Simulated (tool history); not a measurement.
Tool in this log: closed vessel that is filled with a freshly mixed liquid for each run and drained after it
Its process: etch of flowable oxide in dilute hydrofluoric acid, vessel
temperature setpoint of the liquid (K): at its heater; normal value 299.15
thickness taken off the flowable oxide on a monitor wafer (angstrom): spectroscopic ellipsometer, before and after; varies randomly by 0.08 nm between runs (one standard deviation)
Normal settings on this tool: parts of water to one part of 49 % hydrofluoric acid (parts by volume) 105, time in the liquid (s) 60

run	hour	temperature setpoint of the liquid (K)	parts of water to one part of 49 % hydrofluoric acid (parts by volume)	time in the liquid (s)	read-back film thickness of the flowable oxide reference wafer, read on the same gauge (nm)	thickness taken off the flowable oxide on a monitor wafer (angstrom)
1	0.0	299.15	105	60	139.98	208.5
2	95.2	299.15	105	60	140.03	209.1
3	189.2	299.15	105	60	140.01	211.4
4	264.0	300.65	105	60	140.07	222.1
5	321.7	300.65	105	60	139.98	222.6
# hour 352.8: gauge calibrated
# hour 391.8: hydrofluoric acid flow meter replaced
6	421.5	299.15	105	35	139.96	127.7
7	491.5	299.15	105	35	140.02	126.5
8	534.6	295.15	85	75	140.03	294.5
# hour 540.1: thermometer replaced
# hour 561.1: hydrofluoric acid flow meter replaced, repeated, since the last time left the tool worse
9	617.6	299.15	105	60	139.98	204.7

The next listed run, before its measurement:
10	673.4	299.15	105	30	?	?

{"run 10": {"read-back film thickness of the flowable oxide reference wafer, read on the same gauge (nm)": 139.98, "thickness taken off the flowable oxide on a monitor wafer (angstrom)": 101.8}}
With the hidden condition absent and the run-to-run variation left alone, this run would have shown thickness taken off the flowable oxide on a monitor wafer (angstrom) 100.9.
